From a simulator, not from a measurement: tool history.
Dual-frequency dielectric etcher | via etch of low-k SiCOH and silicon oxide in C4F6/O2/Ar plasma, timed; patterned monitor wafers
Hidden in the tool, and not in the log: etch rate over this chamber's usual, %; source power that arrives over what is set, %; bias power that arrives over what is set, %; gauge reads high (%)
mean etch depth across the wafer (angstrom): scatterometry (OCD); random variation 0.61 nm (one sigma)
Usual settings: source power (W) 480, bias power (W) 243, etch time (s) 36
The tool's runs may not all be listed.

run   hour  source power (W)  bias power (W)  etch time (s)  wafers since the last listed run  hours since the last wet clean  hours since the last source power generator calibration  hours since the last bias power generator calibration  hours since the last upper electrode change  hours since the gauge calibration  read-back reference wafer on the same gauge, depth_nm  mean etch depth across the wafer (angstrom)
  1      0               480             243             36                                 0                            55.1                                                   3791.2                                                 4823.1                                       4777.5                               88.2                                                  124.1                                         1030
  2   29.6               480             243             36                               358                            84.7                                                   3820.8                                                 4852.7                                       4807.1                              117.8                                                    124                                         1038
  3   52.7               480             243             36                               279                           107.8                                                   3843.9                                                 4875.8                                       4830.2                              140.9                                                  123.9                                         1031
  4   81.1               480             243             36                               343                           136.2                                                   3872.3                                                 4904.2                                       4858.6                              169.3                                                  124.3                                         1028
  5  110.5               480             243             36                               355                           165.6                                                   3901.7                                                 4933.6                                         4888                              198.7                                                  124.1                                         1026
  6  140.3               480             243             30                               360                           195.4                                                   3931.5                                                 4963.4                                       4917.8                              228.5                                                    124                                          854
  7  163.1               480             243             30                               275                           218.2                                                   3954.3                                                 4986.2                                       4940.6                              251.3                                                  124.1                                          852
  8  182.1               480             243             36                               229                           237.2                                                   3973.3                                                 5005.2                                       4959.6                              270.3                                                    124                                         1027
     194.7  -- source power generator calibrated
  9    211               480             243             36                               301                           266.1                                                     16.3                                                 5034.1                                       4988.5                              299.2                                                  124.1                                         1014
     219.6  -- gauge calibrated
 10  223.7               480             243             36                               153                           278.8                                                       29                                                 5046.8                                       5001.2                                4.1                                                  124.4                                         1006
 11  246.8               480             243             36                               279                           301.9                                                     52.1                                                 5069.9                                       5024.3                               27.2                                                  123.9                                         1002
 12  259.9               480             243             36                               158                             315                                                     65.2                                                   5083                                       5037.4                               40.3                                                  124.1                                         1007
 13  275.9               390             221             36                               193                             331                                                     81.2                                                   5099                                       5053.4                               56.3                                                    124                                          857
 14  291.2               390             287             36                               185                           346.3                                                     96.5                                                 5114.3                                       5068.7                               71.6                                                  123.9                                          931
     322.8  -- wet clean of the chamber
     390.2  -- upper electrode replaced
 15  390.7               380             185             43                               623                            67.9                                                      196                                                 5213.8                                          0.5                              171.1                                                  124.1                                         1006
 16    391               590             243             36                                 3                            68.2                                                    196.3                                                 5214.1                                          0.8                              171.4                                                  124.1                                         1181
     402.4  -- bias power generator calibrated
 17  411.7               480             289             29                               202                            88.9                                                      217                                                    9.3                                         21.5                              192.1                                                  123.9                                          907
 18  454.2               550             243             36                               514                           131.4                                                    259.5                                                   51.8                                           64                              234.6                                                    124                                         1123
 19  469.5               580             243             36                               185                           146.7                                                    274.8                                                   67.1                                         79.3                              249.9                                                  124.1                                         1164
 20  487.1               530             243             36                               212                           164.3                                                    292.4                                                   84.7                                         96.9                              267.5                                                  123.6                                         1103
 21  500.2               410             243             36                               158                           177.4                                                    305.5                                                   97.8                                          110                              280.6                                                  123.7                                          954
 22  515.8               590             243             36                               188                             193                                                    321.1                                                  113.4                                        125.6                              296.2                                                  124.1                                         1159
 23  550.6               480             243             36                               421                           227.8                                                    355.9                                                  148.2                                        160.4                                331                                                  124.1                                         1032
 24  571.1               480             243             36                               248                           248.3                                                    376.4                                                  168.7                                        180.9                              351.5                                                  123.9                                         1017

What the log doesn't show, run by run:
source power that arrives over what is set, %: 0 in every run
bias power that arrives over what is set, %: 0 in every run
gauge reads high (%): 0 in every run
H1: etch rate over this chamber's usual, %
run      H1
  1   -1.75
  2   -2.16
  3   -2.48
  4   -2.86
  5   -3.27
  6   -3.67
  7   -3.99
  8   -4.25
  9   -4.64
 10   -4.82
 11   -5.13
 12   -5.31
 13   -5.53
 14   -5.74
 15  -0.813
 16  -0.817
 17    -1.1
 18   -1.68
 19   -1.89
 20   -2.13
 21   -2.31
 22   -2.52
 23      -3
 24   -3.28

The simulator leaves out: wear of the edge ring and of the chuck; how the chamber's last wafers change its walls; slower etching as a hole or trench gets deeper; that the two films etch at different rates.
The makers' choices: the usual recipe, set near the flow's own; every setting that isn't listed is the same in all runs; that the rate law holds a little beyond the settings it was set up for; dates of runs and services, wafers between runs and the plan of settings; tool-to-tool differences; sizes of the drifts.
